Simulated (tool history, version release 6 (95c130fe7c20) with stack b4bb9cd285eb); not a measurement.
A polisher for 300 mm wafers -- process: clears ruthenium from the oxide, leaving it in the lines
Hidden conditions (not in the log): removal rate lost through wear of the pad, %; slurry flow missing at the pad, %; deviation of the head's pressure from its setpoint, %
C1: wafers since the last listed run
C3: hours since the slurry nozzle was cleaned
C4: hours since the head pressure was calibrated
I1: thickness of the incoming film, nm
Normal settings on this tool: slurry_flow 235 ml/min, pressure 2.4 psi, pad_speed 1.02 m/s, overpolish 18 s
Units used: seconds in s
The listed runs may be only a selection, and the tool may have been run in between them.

Run 1, day 0.000: usual settings but slurry_flow 300 ml/min; C1 0; wafers polished on this pad 259; C3 147.8; C4 950.9; I1 101.3. Result: seconds 58.6 s.
Run 2, day 0.533: usual settings; C1 73; wafers polished on this pad 333; C3 160.6; C4 963.7; I1 100.3. Result: seconds 62.1 s.
Run 3, day 1.046: usual settings; C1 70; wafers polished on this pad 404; C3 172.9; C4 976.0; I1 100.9. Result: seconds 60.8 s.
Run 4, day 1.779: usual settings; C1 101; wafers polished on this pad 505; C3 190.5; C4 993.6; I1 98.7. Result: seconds 61.2 s.
Run 5, day 2.704: usual settings; C1 128; wafers polished on this pad 633; C3 212.7; C4 1015.8; I1 100.2. Result: seconds 61.0 s.
Run 6, day 3.242: usual settings; C1 74; wafers polished on this pad 708; C3 225.6; C4 1028.7; I1 98.4. Result: seconds 60.6 s.
Run 7, day 4.704: usual settings but slurry_flow 190 ml/min, pressure 2.7 psi; C1 202; wafers polished on this pad 910; C3 260.7; C4 1063.8; I1 100.7. Result: seconds 58.0 s.
Run 8, day 5.896: usual settings but slurry_flow 190 ml/min, pressure 2.7 psi; C1 165; wafers polished on this pad 1075; C3 289.3; C4 1092.4; I1 99.0. Result: seconds 57.8 s.
At day 6.825: worn pad replaced by a new one.
Run 9, day 6.854: usual settings but slurry_flow 190 ml/min, pressure 2.7 psi; C1 109; wafers polished on this pad 3; C3 312.3; C4 1115.4; I1 100.3. Result: seconds 59.4 s.
At day 7.075: slurry nozzle cleaned.
Run 10, day 7.762: usual settings; C1 120; wafers polished on this pad 123; C3 16.5; C4 1137.2; I1 99.5. Result: seconds 56.9 s.
Run 11, day 8.521: usual settings; C1 105; wafers polished on this pad 228; C3 34.7; C4 1155.4; I1 98.3. Result: seconds 57.7 s.
Run 12, day 9.512: usual settings; C1 137; wafers polished on this pad 366; C3 58.5; C4 1179.2; I1 99.8. Result: seconds 59.7 s.
Run 13, day 10.325: usual settings but slurry_flow 280 ml/min, pad_speed 1.30 m/s; C1 112; wafers polished on this pad 478; C3 78.0; C4 1198.7; I1 99.7. Result: seconds 44.4 s.
At day 10.854: head pressure recalibrated.
Run 14, day 11.350: usual settings; C1 130; wafers polished on this pad 609; C3 102.6; C4 11.9; I1 100.7. Result: seconds 66.6 s.
Run 15, day 12.208: usual settings; C1 118; wafers polished on this pad 727; C3 123.2; C4 32.5; I1 100.6. Result: seconds 66.4 s.
Run 16, day 13.542: usual settings but pressure 2.8 psi, pad_speed 0.78 m/s; C1 184; wafers polished on this pad 912; C3 155.2; C4 64.5; I1 100.0. Result: seconds 74.3 s.
Run 17, day 14.325: usual settings but pressure 2.8 psi, pad_speed 0.78 m/s; C1 108; wafers polished on this pad 1021; C3 174.0; C4 83.3; I1 100.8. Result: seconds 73.9 s.
Run 18, day 15.775: usual settings but slurry_flow 205 ml/min, overpolish 22 s; C1 200; wafers polished on this pad 1221; C3 208.8; C4 118.1; I1 98.4. Result: seconds 67.0 s.
Run 19, day 16.396: usual settings but overpolish 29 s; C1 85; wafers polished on this pad 1307; C3 223.7; C4 133.0; I1 99.9. Result: seconds 64.9 s.
At day 16.621: worn pad replaced by a new one.
Run 20, day 17.079: usual settings; C1 71; wafers polished on this pad 63; C3 240.1; C4 149.4; I1 101.0. Result: seconds 68.4 s.
Run 21, day 17.971: usual settings but slurry_flow 275 ml/min, pad_speed 1.32 m/s, overpolish 25 s; C1 123; wafers polished on this pad 186; C3 261.5; C4 170.8; I1 100.0. Result: seconds 50.6 s.
Run 22, day 18.750: usual settings; C1 107; wafers polished on this pad 294; C3 280.2; C4 189.5; I1 100.5. Result: seconds 68.5 s.
Run 23, day 19.671: usual settings but slurry_flow 305 ml/min; C1 127; wafers polished on this pad 422; C3 302.3; C4 211.6; I1 99.7. Result: seconds 65.9 s.
Run 24, day 20.462: usual settings but pressure 2.8 psi, pad_speed 0.78 m/s; C1 109; wafers polished on this pad 531; C3 321.3; C4 230.6; I1 101.8. Result: seconds 81.5 s.
At day 20.750: slurry nozzle cleaned.
Run 25, day 21.750: usual settings but slurry_flow 155 ml/min, pressure 2.8 psi, overpolish 23 s; C1 172; wafers polished on this pad 704; C3 24.0; C4 261.5; I1 100.0. Result: seconds 57.5 s.
Run 26, day 23.004: usual settings; C1 173; wafers polished on this pad 878; C3 54.1; C4 291.6; I1 100.7. Result: seconds 63.3 s.
Run 27, day 24.092: usual settings but pressure 2.2 psi; C1 150; wafers polished on this pad 1028; C3 80.2; C4 317.7; I1 100.4. Result: seconds 70.3 s.
At day 24.471: worn pad replaced by a new one.
Run 28, day 25.117: usual settings but slurry_flow 260 ml/min, pressure 2.9 psi; C1 118; wafers polished on this pad 89; C3 104.8; C4 342.3; I1 101.4. Result: seconds 52.9 s.
Run 29, day 26.083: usual settings but slurry_flow 275 ml/min, pressure 3.2 psi, pad_speed 0.70 m/s, overpolish 23 s; C1 133; wafers polished on this pad 223; C3 128.0; C4 365.5; I1 100.7. Result: seconds 68.3 s.
Run 30, day 26.738: usual settings but slurry_flow 195 ml/min, overpolish 8 s; C1 90; wafers polished on this pad 314; C3 143.7; C4 381.2; I1 99.8. Result: seconds 66.8 s.
Run 31, day 27.912: usual settings but pressure 2.9 psi; C1 162; wafers polished on this pad 476; C3 171.9; C4 409.4; I1 99.8. Result: seconds 53.0 s.
Run 32, day 28.962: usual settings; C1 145; wafers polished on this pad 622; C3 197.1; C4 434.6; I1 100.7. Result: seconds 64.5 s.
Run 33, day 30.412: usual settings but pressure 2.9 psi; C1 200; wafers polished on this pad 823; C3 231.9; C4 469.4; I1 98.1. Result: seconds 52.3 s.
Run 34, day 31.138: usual settings but overpolish 21 s; C1 100; wafers polished on this pad 923; C3 249.3; C4 486.8; I1 100.6. Result: seconds 64.7 s.
Run 35, day 31.696: usual settings but slurry_flow 275 ml/min, pad_speed 1.32 m/s, overpolish 25 s; C1 77; wafers polished on this pad 1000; C3 262.7; C4 500.2; I1 100.6. Result: seconds 48.7 s.

Some steps in seconds between neighbouring runs. How much of each would the tool show without its hidden state too (settings, what came in, random variation), and how much is left for the hidden state, with any gauge scatter that isn't in both results?
Run 9 -> 10: slurry_flow 190 -> 235, pressure 2.7 -> 2.4, slurry nozzle cleaned. seconds -2.5 s: hidden state -5.9, all else +3.4.
Run 13 -> 14: slurry_flow 280 -> 235, pad_speed 1.30 -> 1.02, head pressure recalibrated. seconds +22.2 s: hidden state +5.0, all else +17.2.
Run 21 -> 22: slurry_flow 275 -> 235, pad_speed 1.32 -> 1.02, overpolish 25 -> 18. seconds +17.9 s: hidden state +1.9, all else +16.0.
Run 24 -> 25: slurry_flow 235 -> 155, pad_speed 0.78 -> 1.02, overpolish 18 -> 23, slurry nozzle cleaned. seconds -24.0 s: hidden state -8.2, all else -15.8.
